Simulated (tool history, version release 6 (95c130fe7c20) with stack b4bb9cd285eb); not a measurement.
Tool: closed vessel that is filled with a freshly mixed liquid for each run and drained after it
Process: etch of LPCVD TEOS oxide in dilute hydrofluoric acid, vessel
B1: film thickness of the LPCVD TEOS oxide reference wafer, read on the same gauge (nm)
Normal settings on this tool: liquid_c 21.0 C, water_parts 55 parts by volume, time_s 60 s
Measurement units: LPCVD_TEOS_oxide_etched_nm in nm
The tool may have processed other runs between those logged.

{"run": 1, "hour": 0.0, "liquid_c": 21.0, "water_parts": 55, "time_s": 60, "B1": 69.99, "LPCVD_TEOS_oxide_etched_nm": 23.45}
{"run": 2, "hour": 6.3, "liquid_c": 21.0, "water_parts": 55, "time_s": 60, "B1": 70.0, "LPCVD_TEOS_oxide_etched_nm": 23.42}
{"run": 3, "hour": 14.3, "liquid_c": 21.0, "water_parts": 55, "time_s": 60, "B1": 69.98, "LPCVD_TEOS_oxide_etched_nm": 23.45}
{"run": 4, "hour": 22.7, "liquid_c": 21.0, "water_parts": 55, "time_s": 60, "B1": 69.99, "LPCVD_TEOS_oxide_etched_nm": 23.43}
{"run": 5, "hour": 32.1, "liquid_c": 21.0, "water_parts": 55, "time_s": 60, "B1": 70.03, "LPCVD_TEOS_oxide_etched_nm": 23.4}
{"run": 6, "hour": 39.0, "liquid_c": 21.0, "water_parts": 55, "time_s": 85, "B1": 70.04, "LPCVD_TEOS_oxide_etched_nm": 33.03}
{"run": 7, "hour": 52.5, "liquid_c": 21.0, "water_parts": 55, "time_s": 60, "B1": 69.97, "LPCVD_TEOS_oxide_etched_nm": 23.25}
{"run": 8, "hour": 65.9, "liquid_c": 21.0, "water_parts": 55, "time_s": 60, "B1": 69.98, "LPCVD_TEOS_oxide_etched_nm": 23.25}
{"hour": 77.2, "done": "thermometer replaced"}
{"run": 9, "hour": 78.5, "liquid_c": 21.0, "water_parts": 55, "time_s": 60, "B1": 69.98, "LPCVD_TEOS_oxide_etched_nm": 25.91}
{"hour": 88.0, "done": "hydrofluoric acid flow meter replaced"}
{"run": 10, "hour": 92.0, "liquid_c": 21.0, "water_parts": 55, "time_s": 60, "B1": 70.0, "LPCVD_TEOS_oxide_etched_nm": 30.39}
{"run": 11, "hour": 104.8, "liquid_c": 17.0, "water_parts": 35, "time_s": 40, "B1": 70.02, "LPCVD_TEOS_oxide_etched_nm": 27.36}
{"hour": 114.7, "done": "gauge calibrated"}
{"run": 12, "hour": 118.4, "liquid_c": 23.0, "water_parts": 40, "time_s": 45, "B1": 70.03, "LPCVD_TEOS_oxide_etched_nm": 34.69}
{"run": 13, "hour": 128.6, "liquid_c": 23.0, "water_parts": 35, "time_s": 75, "B1": 69.95, "LPCVD_TEOS_oxide_etched_nm": 66.45}
{"run": 14, "hour": 135.2, "liquid_c": 24.5, "water_parts": 85, "time_s": 70, "B1": 70.03, "LPCVD_TEOS_oxide_etched_nm": 25.45}
{"run": 15, "hour": 147.0, "liquid_c": 17.0, "water_parts": 80, "time_s": 90, "B1": 69.97, "LPCVD_TEOS_oxide_etched_nm": 25.53}
{"run": 16, "hour": 155.1, "liquid_c": 17.5, "water_parts": 35, "time_s": 80, "B1": 70.02, "LPCVD_TEOS_oxide_etched_nm": 55.66}
{"run": 17, "hour": 165.0, "liquid_c": 21.0, "water_parts": 70, "time_s": 60, "B1": 69.99, "LPCVD_TEOS_oxide_etched_nm": 23.25}
{"run": 18, "hour": 174.2, "liquid_c": 24.0, "water_parts": 55, "time_s": 75, "B1": 70.0, "LPCVD_TEOS_oxide_etched_nm": 42.66}
{"run": 19, "hour": 183.8, "liquid_c": 21.0, "water_parts": 55, "time_s": 85, "B1": 70.01, "LPCVD_TEOS_oxide_etched_nm": 42.49}
{"run": 20, "hour": 199.9, "liquid_c": 21.0, "water_parts": 55, "time_s": 60, "B1": 70.03, "LPCVD_TEOS_oxide_etched_nm": 30.09}
{"run": 21, "hour": 211.9, "liquid_c": 21.0, "water_parts": 55, "time_s": 60, "B1": 70.0, "LPCVD_TEOS_oxide_etched_nm": 30.0}

Consider 4 possible next runs. They are alternatives, not a sequence: every one starts from the tool as it was left by run 21. What does each give?
{"run": "A", "hour": 212.6, "liquid_c": 21.0, "water_parts": 55, "time_s": 35, "B1": "?", "LPCVD_TEOS_oxide_etched_nm": "?"}
{"run": "B", "hour": 212.6, "liquid_c": 23.0, "water_parts": 45, "time_s": 30, "B1": "?", "LPCVD_TEOS_oxide_etched_nm": "?"}
{"run": "C", "hour": 212.6, "liquid_c": 21.0, "water_parts": 45, "time_s": 60, "B1": "?", "LPCVD_TEOS_oxide_etched_nm": "?"}
{"run": "D", "hour": 212.6, "liquid_c": 24.0, "water_parts": 55, "time_s": 50, "B1": "?", "LPCVD_TEOS_oxide_etched_nm": "?"}

run=A B1=70.00 LPCVD_TEOS_oxide_etched_nm=17.50
run=B B1=70.00 LPCVD_TEOS_oxide_etched_nm=20.19
run=C B1=70.00 LPCVD_TEOS_oxide_etched_nm=37.13
run=D B1=70.00 LPCVD_TEOS_oxide_etched_nm=28.33
Take away the tool's hidden state, keep each run's random variation, and the runs would have read:
run=A LPCVD_TEOS_oxide_etched_nm=17.89
run=B LPCVD_TEOS_oxide_etched_nm=20.63
run=C LPCVD_TEOS_oxide_etched_nm=37.94
run=D LPCVD_TEOS_oxide_etched_nm=28.94

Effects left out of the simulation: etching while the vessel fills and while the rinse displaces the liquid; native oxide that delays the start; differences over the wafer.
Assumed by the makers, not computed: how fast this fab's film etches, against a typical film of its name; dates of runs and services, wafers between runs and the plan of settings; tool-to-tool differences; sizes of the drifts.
